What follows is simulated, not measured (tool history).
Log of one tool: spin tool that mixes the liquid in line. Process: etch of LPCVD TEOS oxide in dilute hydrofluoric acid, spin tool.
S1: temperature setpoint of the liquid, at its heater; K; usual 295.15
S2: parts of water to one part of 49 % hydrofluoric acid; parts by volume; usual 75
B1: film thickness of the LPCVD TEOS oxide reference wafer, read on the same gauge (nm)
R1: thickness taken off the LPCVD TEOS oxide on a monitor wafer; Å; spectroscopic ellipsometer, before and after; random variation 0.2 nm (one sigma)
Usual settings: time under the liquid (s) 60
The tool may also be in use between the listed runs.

{"run": 1, "hour": 0.0, "S1": 295.15, "S2": 75, "time under the liquid (s)": 45, "B1": 29.99, "R1": 247.5}
{"run": 2, "hour": 45.5, "S1": 293.15, "S2": 75, "time under the liquid (s)": 60, "B1": 29.99, "R1": 304.6}
{"run": 3, "hour": 89.8, "S1": 293.15, "S2": 75, "time under the liquid (s)": 60, "B1": 30, "R1": 303.2}
{"hour": 98.6, "done": "gauge calibrated"}
{"run": 4, "hour": 158.3, "S1": 295.15, "S2": 60, "time under the liquid (s)": 60, "B1": 30.01, "R1": 419.4}
{"run": 5, "hour": 211.2, "S1": 295.15, "S2": 75, "time under the liquid (s)": 90, "B1": 29.98, "R1": 492.6}
{"run": 6, "hour": 269.0, "S1": 295.15, "S2": 75, "time under the liquid (s)": 90, "B1": 30, "R1": 491.7}
{"run": 7, "hour": 348.7, "S1": 295.15, "S2": 95, "time under the liquid (s)": 60, "B1": 30, "R1": 253.2}
{"run": 8, "hour": 427.5, "S1": 295.15, "S2": 95, "time under the liquid (s)": 60, "B1": 30, "R1": 255.4}
{"run": 9, "hour": 520.6, "S1": 290.65, "S2": 40, "time under the liquid (s)": 60, "B1": 30.01, "R1": 534.9}
{"hour": 543.4, "done": "hydrofluoric acid flow meter replaced"}
{"run": 10, "hour": 619.6, "S1": 298.15, "S2": 75, "time under the liquid (s)": 60, "B1": 30, "R1": 373}
{"run": 11, "hour": 690.6, "S1": 295.15, "S2": 75, "time under the liquid (s)": 60, "B1": 29.99, "R1": 333.9}
{"run": 12, "hour": 756.7, "S1": 293.65, "S2": 75, "time under the liquid (s)": 60, "B1": 30, "R1": 313.5}
{"run": 13, "hour": 855.0, "S1": 295.15, "S2": 65, "time under the liquid (s)": 60, "B1": 30, "R1": 387.6}
{"run": 14, "hour": 910.2, "S1": 293.15, "S2": 85, "time under the liquid (s)": 80, "B1": 30, "R1": 352}
{"run": 15, "hour": 986.3, "S1": 295.15, "S2": 100, "time under the liquid (s)": 60, "B1": 30.03, "R1": 246}
{"run": 16, "hour": 1057.9, "S1": 295.15, "S2": 75, "time under the liquid (s)": 60, "B1": 29.98, "R1": 331.9}
{"run": 17, "hour": 1109.8, "S1": 295.15, "S2": 75, "time under the liquid (s)": 75, "B1": 29.99, "R1": 417.6}
{"run": 18, "hour": 1206.6, "S1": 297.65, "S2": 45, "time under the liquid (s)": 60, "B1": 30.01, "R1": 643.4}
{"run": 19, "hour": 1252.7, "S1": 295.15, "S2": 75, "time under the liquid (s)": 85, "B1": 30, "R1": 478.1}
{"hour": 1276.3, "done": "thermometer replaced"}
{"run": 20, "hour": 1304.6, "S1": 300.15, "S2": 100, "time under the liquid (s)": 60, "B1": 30.01, "R1": 286.5}
{"run": 21, "hour": 1367.2, "S1": 295.15, "S2": 75, "time under the liquid (s)": 60, "B1": 29.97, "R1": 323.2}
{"run": 22, "hour": 1410.5, "S1": 295.15, "S2": 75, "time under the liquid (s)": 60, "B1": 30.02, "R1": 326.2}
{"run": 23, "hour": 1477.1, "S1": 293.15, "S2": 110, "time under the liquid (s)": 30, "B1": 30, "R1": 97.9}
{"run": 24, "hour": 1514.7, "S1": 295.15, "S2": 75, "time under the liquid (s)": 60, "B1": 30, "R1": 326}
{"run": 25, "hour": 1552.1, "S1": 291.15, "S2": 75, "time under the liquid (s)": 60, "B1": 29.99, "R1": 276.3}
{"run": 26, "hour": 1635.5, "S1": 295.15, "S2": 75, "time under the liquid (s)": 60, "B1": 30, "R1": 323.2}
{"run": 27, "hour": 1672.2, "S1": 295.15, "S2": 75, "time under the liquid (s)": 60, "B1": 29.99, "R1": 328.5}
{"run": 28, "hour": 1757.9, "S1": 291.65, "S2": 50, "time under the liquid (s)": 80, "B1": 29.99, "R1": 579.9}
{"run": 29, "hour": 1831.6, "S1": 295.15, "S2": 75, "time under the liquid (s)": 60, "B1": 30.01, "R1": 323.7}
{"run": 30, "hour": 1885.7, "S1": 295.15, "S2": 75, "time under the liquid (s)": 60, "B1": 29.99, "R1": 327.9}
{"run": 31, "hour": 1980.9, "S1": 299.15, "S2": 75, "time under the liquid (s)": 60, "B1": 30, "R1": 384.9}
{"run": 32, "hour": 2017.6, "S1": 296.65, "S2": 110, "time under the liquid (s)": 60, "B1": 30.01, "R1": 229.9}

Forecast each of these 5 alternatives for the next run:
{"run": "A", "hour": 2018.0, "S1": 295.15, "S2": 75, "time under the liquid (s)": 60, "B1": "?", "R1": "?"}
{"run": "B", "hour": 2018.0, "S1": 290.65, "S2": 75, "time under the liquid (s)": 60, "B1": "?", "R1": "?"}
{"run": "C", "hour": 2018.0, "S1": 295.15, "S2": 50, "time under the liquid (s)": 30, "B1": "?", "R1": "?"}
{"run": "D", "hour": 2018.0, "S1": 295.15, "S2": 90, "time under the liquid (s)": 90, "B1": "?", "R1": "?"}
{"run": "E", "hour": 2018.0, "S1": 295.15, "S2": 45, "time under the liquid (s)": 60, "B1": "?", "R1": "?"}

run=A B1=30 R1=328
run=B B1=30 R1=271.9
run=C B1=30 R1=253.8
run=D B1=30 R1=402.5
run=E B1=30 R1=567.6
Without the tool's hidden state the same runs would have given:
run=A R1=322.1
run=B R1=266.8
run=C R1=249.2
run=D R1=395.4
run=E R1=557.3
